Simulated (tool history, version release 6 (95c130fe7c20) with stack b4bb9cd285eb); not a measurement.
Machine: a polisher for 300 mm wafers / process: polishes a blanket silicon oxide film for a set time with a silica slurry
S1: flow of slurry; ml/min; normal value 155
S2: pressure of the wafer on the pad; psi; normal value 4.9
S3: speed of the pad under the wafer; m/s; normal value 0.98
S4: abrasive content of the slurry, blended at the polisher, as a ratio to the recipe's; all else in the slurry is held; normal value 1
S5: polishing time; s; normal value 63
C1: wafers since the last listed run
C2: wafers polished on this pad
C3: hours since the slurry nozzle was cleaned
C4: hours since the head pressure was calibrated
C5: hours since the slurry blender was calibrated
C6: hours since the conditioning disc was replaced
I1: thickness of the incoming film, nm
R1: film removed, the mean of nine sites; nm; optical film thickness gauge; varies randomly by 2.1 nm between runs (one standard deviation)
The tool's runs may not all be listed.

| run | hour | S1 | S2 | S3 | S4 | S5 | C1 | C2 | C3 | C4 | C5 | C6 | I1 | R1 |
|---|---|---|---|---|---|---|---|---|---|---|---|---|---|---|
| 1 | 0 | 155 | 4.9 | 0.98 | 1 | 63 | 0 | 31 | 180.8 | 547.2 | 326.9 | 138.7 | 1279.6 | 181.3 |
| 2 | 13.6 | 155 | 4.9 | 0.98 | 1 | 63 | 107 | 139 | 194.4 | 560.8 | 340.5 | 152.3 | 1293.8 | 180.4 |
|  | 18.7 | slurry blender recalibrated |
| 3 | 47.3 | 155 | 4.9 | 0.98 | 1 | 63 | 251 | 390 | 228.1 | 594.5 | 28.6 | 186 | 1293.9 | 193.7 |
| 4 | 70.8 | 155 | 4.9 | 0.88 | 1 | 63 | 186 | 576 | 251.6 | 618 | 52.1 | 209.5 | 1296.6 | 177.4 |
| 5 | 98.5 | 155 | 4.9 | 0.88 | 1 | 63 | 219 | 796 | 279.3 | 645.7 | 79.8 | 237.2 | 1265.3 | 176 |
|  | 110.4 | head pressure recalibrated |
|  | 111.1 | slurry nozzle cleaned |
| 6 | 131.9 | 155 | 4.9 | 0.98 | 1 | 63 | 243 | 1039 | 20.8 | 21.5 | 113.2 | 270.6 | 1305.8 | 191.9 |
|  | 150 | conditioning disc replaced and pad reconditioned |
| 7 | 150.5 | 155 | 4.9 | 0.98 | 1 | 63 | 131 | 1170 | 39.4 | 40.1 | 131.8 | 0.5 | 1302.2 | 191.9 |
| 8 | 174.1 | 195 | 6 | 1.06 | 1 | 63 | 186 | 1357 | 63 | 63.7 | 155.4 | 24.1 | 1286.4 | 253.9 |
|  | 181.1 | worn pad replaced by a new one |
| 9 | 206.1 | 155 | 5.8 | 0.66 | 1 | 74 | 221 | 198 | 95 | 95.7 | 187.4 | 56.1 | 1290.1 | 192.3 |
| 10 | 239.9 | 155 | 4.9 | 1.28 | 1 | 73 | 267 | 466 | 128.8 | 129.5 | 221.2 | 89.9 | 1262.2 | 264.8 |
| 11 | 257.6 | 175 | 4.9 | 0.98 | 1 | 63 | 140 | 606 | 146.5 | 147.2 | 238.9 | 107.6 | 1271.1 | 186.8 |
| 12 | 275.7 | 155 | 4.9 | 0.98 | 1 | 63 | 143 | 749 | 164.6 | 165.3 | 257 | 125.7 | 1306.6 | 186.7 |
| 13 | 289.4 | 155 | 3.5 | 0.98 | 1.15 | 63 | 108 | 858 | 178.3 | 179 | 270.7 | 139.4 | 1281 | 137.2 |
| 14 | 317.7 | 155 | 4.9 | 0.98 | 1 | 63 | 224 | 1082 | 206.6 | 207.3 | 299 | 167.7 | 1280.4 | 183.4 |
| 15 | 331.2 | 135 | 4.9 | 0.98 | 0.9 | 63 | 106 | 1189 | 220.1 | 220.8 | 312.5 | 181.2 | 1267.8 | 169 |
|  | 337.3 | slurry blender recalibrated |
|  | 354 | worn pad replaced by a new one |
| 16 | 365.2 | 155 | 4.9 | 1.18 | 1 | 63 | 221 | 88 | 254.1 | 254.8 | 27.9 | 215.2 | 1288.8 | 228.9 |
|  | 379 | slurry nozzle cleaned |
| 17 | 399.5 | 155 | 3.6 | 0.98 | 1 | 63 | 263 | 352 | 20.5 | 289.1 | 62.2 | 249.5 | 1263.1 | 143.3 |
| 18 | 412.3 | 155 | 4.9 | 0.98 | 1 | 63 | 101 | 454 | 33.3 | 301.9 | 75 | 262.3 | 1299.1 | 190.3 |
|  | 420.7 | conditioning disc replaced and pad reconditioned |
| 19 | 426.4 | 155 | 6.4 | 0.82 | 0.75 | 70 | 95 | 549 | 47.4 | 316 | 89.1 | 5.7 | 1269.8 | 223.1 |
| 20 | 451.7 | 205 | 3.9 | 1.22 | 1.15 | 63 | 200 | 750 | 72.7 | 341.3 | 114.4 | 31 | 1277.6 | 200.3 |
| 21 | 477.9 | 155 | 3.8 | 1.18 | 1 | 63 | 207 | 958 | 98.9 | 367.5 | 140.6 | 57.2 | 1278.7 | 171.2 |
|  | 497.2 | worn pad replaced by a new one |
| 22 | 502.5 | 190 | 4.9 | 0.82 | 1.25 | 63 | 163 | 42 | 123.5 | 392.1 | 165.2 | 81.8 | 1287.7 | 184.6 |
| 23 | 530.5 | 130 | 4.5 | 0.8 | 1 | 84 | 221 | 264 | 151.5 | 420.1 | 193.2 | 109.8 | 1289.9 | 186.9 |
| 24 | 550.5 | 155 | 4.9 | 1.08 | 1 | 63 | 158 | 422 | 171.5 | 440.1 | 213.2 | 129.8 | 1303.2 | 205.1 |

For some of the steps in R1 from one run to the next: how much would appear even if the tool had no hidden state, given the settings, what came in and random variation, and how much remains for the hidden state plus any gauge scatter that the measured result and the result without hidden state don't share?
What the log doesn't record here: removal rate lost through wear of the pad, %; slurry flow missing at the pad, %; deviation of the head's pressure from its setpoint, %; abrasive missing from the slurry, %; time polished since the conditioner stopped cutting, s.
Run 2 -> 3: slurry blender recalibrated. R1 +13.3 nm: hidden state +10.6, all else +2.7.
Run 10 -> 11: S1 155 -> 175, S3 1.28 -> 0.98, S5 73 -> 63. R1 -78 nm: hidden state +4.5, all else -82.5.
Run 15 -> 16: S1 135 -> 155, S3 0.98 -> 1.18, S4 0.9 -> 1, slurry blender recalibrated, worn pad replaced by a new one. R1 +59.9 nm: hidden state +14.1, all else +45.8.
Run 16 -> 17: S2 4.9 -> 3.6, S3 1.18 -> 0.98, slurry nozzle cleaned. R1 -85.6 nm: hidden state -0.1, all else -85.5.
